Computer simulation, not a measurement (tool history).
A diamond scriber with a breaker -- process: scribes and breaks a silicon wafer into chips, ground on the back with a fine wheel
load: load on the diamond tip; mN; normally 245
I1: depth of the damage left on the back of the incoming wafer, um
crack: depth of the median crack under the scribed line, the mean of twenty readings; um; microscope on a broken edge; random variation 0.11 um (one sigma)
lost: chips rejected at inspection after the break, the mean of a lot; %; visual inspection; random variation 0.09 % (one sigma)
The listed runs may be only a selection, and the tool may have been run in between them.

{"run": 1, "hour": 0.0, "load": 245, "I1": 2.68, "crack": 8.97, "lost": 3.12}
{"hour": 26.5, "done": "load on the tip recalibrated"}
{"hour": 29.4, "done": "diamond tip replaced by a new one"}
{"run": 2, "hour": 172.1, "load": 245, "I1": 1.79, "crack": 9.1, "lost": 1.27}
{"run": 3, "hour": 230.1, "load": 245, "I1": 1.74, "crack": 8.8, "lost": 1.29}
{"run": 4, "hour": 312.1, "load": 245, "I1": 1.68, "crack": 8.96, "lost": 1.26}
{"run": 5, "hour": 419.6, "load": 245, "I1": 1.91, "crack": 9.01, "lost": 1.5}
{"run": 6, "hour": 498.6, "load": 245, "I1": 2.91, "crack": 8.83, "lost": 3.81}
{"run": 7, "hour": 549.8, "load": 226, "I1": 2.08, "crack": 8.54, "lost": 2.17}
{"run": 8, "hour": 651.6, "load": 226, "I1": 2.4, "crack": 8.52, "lost": 2.99}
{"run": 9, "hour": 696.0, "load": 297, "I1": 2.93, "crack": 10.11, "lost": 4.83}
{"run": 10, "hour": 739.3, "load": 297, "I1": 2.12, "crack": 10, "lost": 3.33}
{"run": 11, "hour": 788.0, "load": 245, "I1": 2.79, "crack": 9.01, "lost": 3.79}
{"hour": 825.0, "done": "diamond tip replaced by a new one"}
{"run": 12, "hour": 834.3, "load": 245, "I1": 2.69, "crack": 9.21, "lost": 3.3}
{"hour": 866.5, "done": "load on the tip recalibrated"}
{"run": 13, "hour": 909.2, "load": 283, "I1": 2.52, "crack": 10.07, "lost": 3.12}
{"run": 14, "hour": 1005.9, "load": 245, "I1": 2.27, "crack": 8.79, "lost": 2.09}
{"run": 15, "hour": 1067.4, "load": 245, "I1": 2.5, "crack": 8.83, "lost": 2.64}
{"run": 16, "hour": 1107.5, "load": 245, "I1": 2.23, "crack": 9.1, "lost": 1.89}
{"run": 17, "hour": 1167.0, "load": 304, "I1": 2.78, "crack": 10.16, "lost": 4.96}
{"run": 18, "hour": 1228.7, "load": 304, "I1": 2.11, "crack": 10.12, "lost": 3.49}
{"run": 19, "hour": 1304.0, "load": 304, "I1": 2.94, "crack": 10.42, "lost": 5.25}
{"run": 20, "hour": 1351.3, "load": 245, "I1": 2.77, "crack": 9.13, "lost": 3.51}
{"run": 21, "hour": 1389.5, "load": 289, "I1": 1.7, "crack": 9.89, "lost": 2.31}
{"run": 22, "hour": 1492.5, "load": 245, "I1": 1.9, "crack": 8.99, "lost": 1.5}
{"run": 23, "hour": 1563.5, "load": 245, "I1": 2.12, "crack": 9.02, "lost": 1.85}
{"hour": 1581.6, "done": "diamond tip replaced by a new one"}
{"hour": 1658.0, "done": "load on the tip recalibrated"}
{"run": 24, "hour": 1661.0, "load": 245, "I1": 2.8, "crack": 9.09, "lost": 3.43}
{"run": 25, "hour": 1747.6, "load": 277, "I1": 2.47, "crack": 9.61, "lost": 3.22}
{"run": 26, "hour": 1828.4, "load": 224, "I1": 2.29, "crack": 8.51, "lost": 2.83}
{"run": 27, "hour": 1865.8, "load": 271, "I1": 2.11, "crack": 9.74, "lost": 2.12}
{"run": 28, "hour": 1919.2, "load": 178, "I1": 2.29, "crack": 7.43, "lost": 7.95}
{"run": 29, "hour": 1973.0, "load": 313, "I1": 1.73, "crack": 10.45, "lost": 3.81}
{"run": 30, "hour": 2058.3, "load": 245, "I1": 2.64, "crack": 8.81, "lost": 3.12}
{"run": 31, "hour": 2116.9, "load": 287, "I1": 1.63, "crack": 9.85, "lost": 2.14}
{"run": 32, "hour": 2173.4, "load": 272, "I1": 2.29, "crack": 9.55, "lost": 2.45}
{"run": 33, "hour": 2248.4, "load": 216, "I1": 1.76, "crack": 8.32, "lost": 2}
{"run": 34, "hour": 2309.2, "load": 279, "I1": 1.7, "crack": 9.53, "lost": 1.71}
{"run": 35, "hour": 2387.5, "load": 245, "I1": 2.28, "crack": 8.97, "lost": 2.08}
{"hour": 2401.2, "done": "load on the tip recalibrated"}
{"hour": 2409.4, "done": "diamond tip replaced by a new one"}
{"run": 36, "hour": 2489.2, "load": 192, "I1": 2.29, "crack": 7.79, "lost": 5.55}
{"run": 37, "hour": 2560.0, "load": 245, "I1": 1.89, "crack": 9.04, "lost": 1.54}
{"run": 38, "hour": 2618.4, "load": 293, "I1": 1.9, "crack": 10.08, "lost": 2.9}
{"run": 39, "hour": 2681.6, "load": 265, "I1": 1.65, "crack": 9.53, "lost": 1.32}
{"run": 40, "hour": 2766.7, "load": 303, "I1": 1.59, "crack": 10.32, "lost": 2.99}
{"run": 41, "hour": 2849.3, "load": 245, "I1": 1.66, "crack": 9.07, "lost": 1.16}
{"run": 42, "hour": 2911.5, "load": 186, "I1": 2.44, "crack": 7.77, "lost": 7.29}

Predict each of these 3 candidate next runs independently; none follows another, all start after run 42:
{"run": "A", "hour": 2912.1, "load": 245, "I1": 2.82, "crack": "?", "lost": "?"}
{"run": "B", "hour": 2912.1, "load": 268, "I1": 2.82, "crack": "?", "lost": "?"}
{"run": "C", "hour": 2912.1, "load": 295, "I1": 2.82, "crack": "?", "lost": "?"}

run=A crack=9.01 lost=3.56
run=B crack=9.5 lost=3.47
run=C crack=10.06 lost=4.22
Without the tool's unlogged condition, the same runs would have read:
run=A crack=9.01 lost=3.56
run=B crack=9.5 lost=3.47
run=C crack=10.06 lost=4.22
